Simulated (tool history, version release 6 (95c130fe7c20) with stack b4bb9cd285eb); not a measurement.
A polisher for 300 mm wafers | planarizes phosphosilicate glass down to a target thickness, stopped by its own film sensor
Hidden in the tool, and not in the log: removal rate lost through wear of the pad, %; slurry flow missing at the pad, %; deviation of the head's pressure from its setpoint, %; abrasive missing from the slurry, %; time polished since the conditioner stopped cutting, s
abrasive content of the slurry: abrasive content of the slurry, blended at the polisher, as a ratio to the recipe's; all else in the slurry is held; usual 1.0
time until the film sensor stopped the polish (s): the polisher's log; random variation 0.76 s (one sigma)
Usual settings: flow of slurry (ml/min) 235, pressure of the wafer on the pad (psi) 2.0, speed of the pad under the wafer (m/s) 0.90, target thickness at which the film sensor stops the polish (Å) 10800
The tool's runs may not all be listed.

| run | day | flow of slurry (ml/min) | pressure of the wafer on the pad (psi) | speed of the pad under the wafer (m/s) | abrasive content of the slurry | target thickness at which the film sensor stops the polish (Å) | wafers since the last listed run | wafers polished on this pad | hours since the slurry nozzle was cleaned | hours since the head pressure was calibrated | hours since the slurry blender was calibrated | hours since the conditioning disc was replaced | incoming thickness of the incoming film, nm | time until the film sensor stopped the polish (s) |
|---|---|---|---|---|---|---|---|---|---|---|---|---|---|---|
| 1 | 0.000 | 235 | 2.0 | 0.90 | 1.0 | 10800 | 0 | 508 | 498.6 | 132.7 | 78.4 | 308.0 | 1440.8 | 88.9 |
| 2 | 0.417 | 235 | 2.0 | 0.90 | 1.0 | 10800 | 129 | 638 | 508.6 | 142.7 | 88.4 | 318.0 | 1436.8 | 89.9 |
|  | 0.971 | worn pad replaced by a new one |
| 3 | 0.992 | 235 | 2.0 | 0.90 | 1.0 | 10800 | 127 | 6 | 522.4 | 156.5 | 102.2 | 331.8 | 1451.8 | 91.7 |
| 4 | 1.717 | 235 | 2.0 | 0.90 | 1.0 | 10800 | 225 | 232 | 539.8 | 173.9 | 119.6 | 349.2 | 1420.2 | 84.9 |
| 5 | 2.304 | 235 | 2.0 | 0.90 | 1.0 | 10800 | 183 | 415 | 553.9 | 188.0 | 133.7 | 363.3 | 1440.3 | 88.6 |
| 6 | 2.917 | 235 | 2.0 | 0.90 | 1.0 | 10800 | 190 | 606 | 568.6 | 202.7 | 148.4 | 378.0 | 1444.0 | 89.5 |
|  | 3.200 | worn pad replaced by a new one |
| 7 | 3.517 | 235 | 2.0 | 0.90 | 1.0 | 10800 | 134 | 98 | 583.0 | 217.1 | 162.8 | 392.4 | 1444.4 | 89.8 |
| 8 | 4.054 | 235 | 2.0 | 0.90 | 1.0 | 10800 | 167 | 265 | 595.9 | 230.0 | 175.7 | 405.3 | 1436.8 | 87.0 |
| 9 | 4.675 | 235 | 2.0 | 0.90 | 1.0 | 10800 | 193 | 459 | 610.8 | 244.9 | 190.6 | 420.2 | 1414.6 | 82.4 |
| 10 | 5.292 | 195 | 2.0 | 0.82 | 1.0 | 10800 | 192 | 651 | 625.6 | 259.7 | 205.4 | 435.0 | 1449.4 | 102.6 |
|  | 5.383 | slurry blender recalibrated |
|  | 5.562 | worn pad replaced by a new one |
| 11 | 5.946 | 260 | 2.0 | 0.90 | 1.0 | 10800 | 125 | 119 | 641.3 | 275.4 | 13.5 | 450.7 | 1428.2 | 84.2 |
| 12 | 6.517 | 235 | 2.0 | 0.90 | 1.0 | 10800 | 177 | 296 | 655.0 | 289.1 | 27.2 | 464.4 | 1449.0 | 90.6 |
| 13 | 7.029 | 235 | 1.4 | 0.90 | 1.0 | 10800 | 159 | 456 | 667.3 | 301.4 | 39.5 | 476.7 | 1441.2 | 109.5 |
| 14 | 7.358 | 195 | 2.2 | 1.20 | 1.1 | 10800 | 102 | 559 | 675.2 | 309.3 | 47.4 | 484.6 | 1440.2 | 66.6 |
| 15 | 7.862 | 235 | 2.0 | 0.90 | 1.0 | 10800 | 157 | 716 | 687.3 | 321.4 | 59.5 | 496.7 | 1432.4 | 86.9 |
|  | 8.117 | worn pad replaced by a new one |
| 16 | 8.279 | 160 | 2.0 | 0.90 | 1.0 | 10800 | 77 | 51 | 697.3 | 331.4 | 69.5 | 506.7 | 1449.3 | 101.2 |
| 17 | 8.571 | 205 | 2.0 | 0.90 | 1.0 | 10800 | 90 | 141 | 704.3 | 338.4 | 76.5 | 513.7 | 1424.4 | 87.7 |

Run 18 comes next. What will it give?
|  | 8.725 | conditioning disc replaced and pad reconditioned |
|  | 8.804 | head pressure recalibrated |
| 18 | 8.900 | 180 | 1.3 | 0.90 | 1.0 | 11950 | 51 | 193 | 712.2 | 2.3 | 84.4 | 4.2 | 1453.6 | ? |

Run 18 gave time until the film sensor stopped the polish (s) 95.9.
Without the tool's hidden state the same run would have given time until the film sensor stopped the polish (s) 84.8.
